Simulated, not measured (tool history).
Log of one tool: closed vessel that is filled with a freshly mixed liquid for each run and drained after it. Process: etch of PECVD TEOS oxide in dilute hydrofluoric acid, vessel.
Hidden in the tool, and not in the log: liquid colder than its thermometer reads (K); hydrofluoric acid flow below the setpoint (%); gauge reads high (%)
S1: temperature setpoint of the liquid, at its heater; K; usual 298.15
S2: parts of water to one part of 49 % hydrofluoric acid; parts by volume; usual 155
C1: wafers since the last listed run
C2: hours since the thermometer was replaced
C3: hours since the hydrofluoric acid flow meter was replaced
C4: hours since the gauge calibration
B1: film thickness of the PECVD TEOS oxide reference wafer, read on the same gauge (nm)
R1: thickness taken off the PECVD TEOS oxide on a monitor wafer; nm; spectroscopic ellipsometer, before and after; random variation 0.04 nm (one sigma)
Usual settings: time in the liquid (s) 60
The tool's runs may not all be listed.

run 1 hour=0.0 | S1=298.15 S2=105 time_in_the_liquid_(s)=75 | C1=0 C2=732.0 C3=341.6 C4=69.5 | B1=49.94 | R1=18.20
run 2 hour=30.7 | S1=298.15 S2=105 time_in_the_liquid_(s)=75 | C1=3922 C2=762.7 C3=372.3 C4=100.2 | B1=49.84 | R1=18.35
run 3 hour=75.2 | S1=298.15 S2=105 time_in_the_liquid_(s)=75 | C1=5685 C2=807.2 C3=416.8 C4=144.7 | B1=49.78 | R1=18.14
run 4 hour=105.4 | S1=298.15 S2=155 time_in_the_liquid_(s)=60 | C1=3858 C2=837.4 C3=447.0 C4=174.9 | B1=49.77 | R1=9.29
run 5 hour=165.2 | S1=298.15 S2=155 time_in_the_liquid_(s)=60 | C1=7639 C2=897.2 C3=506.8 C4=234.7 | B1=49.61 | R1=9.19
run 6 hour=229.6 | S1=295.15 S2=120 time_in_the_liquid_(s)=60 | C1=8227 C2=961.6 C3=571.2 C4=299.1 | B1=49.46 | R1=11.01
run 7 hour=253.8 | S1=298.15 S2=155 time_in_the_liquid_(s)=60 | C1=3091 C2=985.8 C3=595.4 C4=323.3 | B1=49.42 | R1=9.24
run 8 hour=295.6 | S1=298.15 S2=155 time_in_the_liquid_(s)=60 | C1=5340 C2=1027.6 C3=637.2 C4=365.1 | B1=49.36 | R1=9.23
run 9 hour=365.7 | S1=300.65 S2=155 time_in_the_liquid_(s)=60 | C1=8955 C2=1097.7 C3=707.3 C4=435.2 | B1=49.25 | R1=10.11
run 10 hour=436.5 | S1=300.65 S2=155 time_in_the_liquid_(s)=60 | C1=9044 C2=1168.5 C3=778.1 C4=506.0 | B1=49.12 | R1=9.96
-- hour=457.1 hydrofluoric acid flow meter replaced
run 11 hour=493.8 | S1=298.15 S2=90 time_in_the_liquid_(s)=60 | C1=7192 C2=1225.8 C3=36.7 C4=563.3 | B1=49.01 | R1=16.93
run 12 hour=704.5 | S1=298.15 S2=90 time_in_the_liquid_(s)=60 | C1=26917 C2=1436.5 C3=247.4 C4=774.0 | B1=48.65 | R1=16.91
run 13 hour=774.1 | S1=298.15 S2=90 time_in_the_liquid_(s)=60 | C1=8891 C2=1506.1 C3=317.0 C4=843.6 | B1=48.51 | R1=16.84
run 14 hour=812.7 | S1=298.15 S2=200 time_in_the_liquid_(s)=60 | C1=4931 C2=1544.7 C3=355.6 C4=882.2 | B1=48.45 | R1=6.61
-- hour=824.3 thermometer replaced
run 15 hour=854.7 | S1=298.15 S2=155 time_in_the_liquid_(s)=40 | C1=5237 C2=30.4 C3=397.6 C4=924.2 | B1=48.41 | R1=6.00
run 16 hour=906.8 | S1=298.15 S2=155 time_in_the_liquid_(s)=60 | C1=6655 C2=82.5 C3=449.7 C4=976.3 | B1=48.27 | R1=9.00
run 17 hour=960.4 | S1=298.15 S2=90 time_in_the_liquid_(s)=60 | C1=6847 C2=136.1 C3=503.3 C4=1029.9 | B1=48.21 | R1=16.76
-- hour=977.6 gauge calibrated
run 18 hour=1011.5 | S1=298.15 S2=155 time_in_the_liquid_(s)=40 | C1=6528 C2=187.2 C3=554.4 C4=33.9 | B1=49.92 | R1=6.17
run 19 hour=1054.7 | S1=302.65 S2=190 time_in_the_liquid_(s)=60 | C1=5518 C2=230.4 C3=597.6 C4=77.1 | B1=49.85 | R1=8.59
run 20 hour=1092.0 | S1=298.15 S2=155 time_in_the_liquid_(s)=35 | C1=4765 C2=267.7 C3=634.9 C4=114.4 | B1=49.79 | R1=5.34
run 21 hour=1124.1 | S1=296.65 S2=130 time_in_the_liquid_(s)=60 | C1=4100 C2=299.8 C3=667.0 C4=146.5 | B1=49.76 | R1=10.69
run 22 hour=1148.5 | S1=298.15 S2=155 time_in_the_liquid_(s)=60 | C1=3117 C2=324.2 C3=691.4 C4=170.9 | B1=49.66 | R1=9.19
run 23 hour=1191.4 | S1=296.65 S2=115 time_in_the_liquid_(s)=75 | C1=5480 C2=367.1 C3=734.3 C4=213.8 | B1=49.63 | R1=15.34
run 24 hour=1259.0 | S1=294.15 S2=155 time_in_the_liquid_(s)=30 | C1=8636 C2=434.7 C3=801.9 C4=281.4 | B1=49.56 | R1=3.96
-- hour=1283.1 hydrofluoric acid flow meter replaced
run 25 hour=1304.6 | S1=293.65 S2=155 time_in_the_liquid_(s)=60 | C1=5697 C2=480.3 C3=21.5 C4=327.0 | B1=49.45 | R1=7.74
run 26 hour=1339.7 | S1=300.15 S2=105 time_in_the_liquid_(s)=70 | C1=4484 C2=515.4 C3=56.6 C4=362.1 | B1=49.36 | R1=18.10
run 27 hour=1393.5 | S1=298.15 S2=80 time_in_the_liquid_(s)=30 | C1=6873 C2=569.2 C3=110.4 C4=415.9 | B1=49.24 | R1=9.69
run 28 hour=1440.8 | S1=296.65 S2=120 time_in_the_liquid_(s)=45 | C1=6042 C2=616.5 C3=157.7 C4=463.2 | B1=49.19 | R1=8.66
run 29 hour=1573.7 | S1=298.15 S2=85 time_in_the_liquid_(s)=60 | C1=16978 C2=749.4 C3=290.6 C4=596.1 | B1=48.93 | R1=18.21
run 30 hour=1620.5 | S1=298.15 S2=100 time_in_the_liquid_(s)=80 | C1=5978 C2=796.2 C3=337.4 C4=642.9 | B1=48.90 | R1=20.09
run 31 hour=1659.1 | S1=298.15 S2=155 time_in_the_liquid_(s)=60 | C1=4931 C2=834.8 C3=376.0 C4=681.5 | B1=48.77 | R1=9.00
run 32 hour=1694.2 | S1=295.65 S2=120 time_in_the_liquid_(s)=30 | C1=4484 C2=869.9 C3=411.1 C4=716.6 | B1=48.76 | R1=5.51
run 33 hour=1761.4 | S1=296.65 S2=155 time_in_the_liquid_(s)=85 | C1=8585 C2=937.1 C3=478.3 C4=783.8 | B1=48.63 | R1=12.03
run 34 hour=1809.8 | S1=296.65 S2=95 time_in_the_liquid_(s)=45 | C1=6183 C2=985.5 C3=526.7 C4=832.2 | B1=48.51 | R1=11.16

3 ways to go on from here, each from the tool as it stands after run 34. What would each give?
run A hour=1810.5 | S1=298.15 S2=155 time_in_the_liquid_(s)=30 | C1=89 C2=986.2 C3=527.4 C4=832.9 | B1=? | R1=?
run B hour=1810.5 | S1=302.65 S2=110 time_in_the_liquid_(s)=70 | C1=89 C2=986.2 C3=527.4 C4=832.9 | B1=? | R1=?
run C hour=1810.5 | S1=301.65 S2=155 time_in_the_liquid_(s)=60 | C1=89 C2=986.2 C3=527.4 C4=832.9 | B1=? | R1=?

run=A B1=48.51 R1=4.52
run=B B1=48.51 R1=18.62
run=C B1=48.51 R1=10.29
Without the tool's hidden state the same runs would have given:
run=A R1=4.66
run=B R1=19.19
run=C R1=10.60

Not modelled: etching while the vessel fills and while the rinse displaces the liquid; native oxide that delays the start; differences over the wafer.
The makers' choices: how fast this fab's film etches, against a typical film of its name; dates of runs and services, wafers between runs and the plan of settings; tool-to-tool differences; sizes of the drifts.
